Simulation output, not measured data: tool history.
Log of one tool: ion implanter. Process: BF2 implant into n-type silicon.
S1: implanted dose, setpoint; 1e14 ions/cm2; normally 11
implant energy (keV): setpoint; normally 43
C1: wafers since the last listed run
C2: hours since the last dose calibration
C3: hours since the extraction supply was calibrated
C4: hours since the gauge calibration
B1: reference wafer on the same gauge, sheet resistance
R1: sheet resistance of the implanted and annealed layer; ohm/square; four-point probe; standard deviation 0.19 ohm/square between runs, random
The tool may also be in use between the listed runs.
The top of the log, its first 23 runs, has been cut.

run 24 hour=1382.1 | S1=9.17 implant_energy_(keV)=43 | C1=1215 C2=424.1 C3=336 C4=2174.5 | B1=141 | R1=143.23
run 25 hour=1436.3 | S1=11 implant_energy_(keV)=33.5 | C1=970 C2=478.3 C3=390.2 C4=2228.7 | B1=140.93 | R1=133.7
-- hour=1445.1 gauge calibrated
run 26 hour=1505.6 | S1=13.93 implant_energy_(keV)=43 | C1=1240 C2=547.6 C3=459.5 C4=60.5 | B1=141.05 | R1=110.65
run 27 hour=1537 | S1=9.54 implant_energy_(keV)=32 | C1=562 C2=579 C3=490.9 C4=91.9 | B1=141.04 | R1=147.82
run 28 hour=1568.5 | S1=11 implant_energy_(keV)=43 | C1=563 C2=610.5 C3=522.4 C4=123.4 | B1=141.04 | R1=125.75
run 29 hour=1612.8 | S1=11 implant_energy_(keV)=43 | C1=793 C2=654.8 C3=566.7 C4=167.7 | B1=140.94 | R1=125.65
run 30 hour=1648.4 | S1=11 implant_energy_(keV)=43 | C1=637 C2=690.4 C3=602.3 C4=203.3 | B1=140.94 | R1=125.78
run 31 hour=1687 | S1=9.06 implant_energy_(keV)=36.5 | C1=691 C2=729 C3=640.9 C4=241.9 | B1=141.01 | R1=149.02
run 32 hour=1755.2 | S1=11 implant_energy_(keV)=43 | C1=1221 C2=797.2 C3=709.1 C4=310.1 | B1=141 | R1=125.81
run 33 hour=1792.4 | S1=11 implant_energy_(keV)=43 | C1=666 C2=834.4 C3=746.3 C4=347.3 | B1=141.02 | R1=126
run 34 hour=1837.9 | S1=8.61 implant_energy_(keV)=57 | C1=814 C2=879.9 C3=791.8 C4=392.8 | B1=141.03 | R1=145.48
run 35 hour=1890.8 | S1=12.54 implant_energy_(keV)=43 | C1=947 C2=932.8 C3=844.7 C4=445.7 | B1=141.01 | R1=116.52
run 36 hour=1918.6 | S1=11 implant_energy_(keV)=43 | C1=497 C2=960.6 C3=872.5 C4=473.5 | B1=141 | R1=125.78

Forecast each of these 3 alternatives for the next run:
run A hour=1919 | S1=11 implant_energy_(keV)=43 | C1=7 C2=961 C3=872.9 C4=473.9 | B1=? | R1=?
run B hour=1919 | S1=12.01 implant_energy_(keV)=52 | C1=7 C2=961 C3=872.9 C4=473.9 | B1=? | R1=?
run C hour=1919 | S1=9.27 implant_energy_(keV)=47.5 | C1=7 C2=961 C3=872.9 C4=473.9 | B1=? | R1=?

run=A B1=140.89 R1=125.67
run=B B1=140.89 R1=114.12
run=C B1=140.89 R1=139.65
Without the tool's unlogged condition, the same runs would have read:
run=A R1=125.9
run=B R1=114.32
run=C R1=139.96
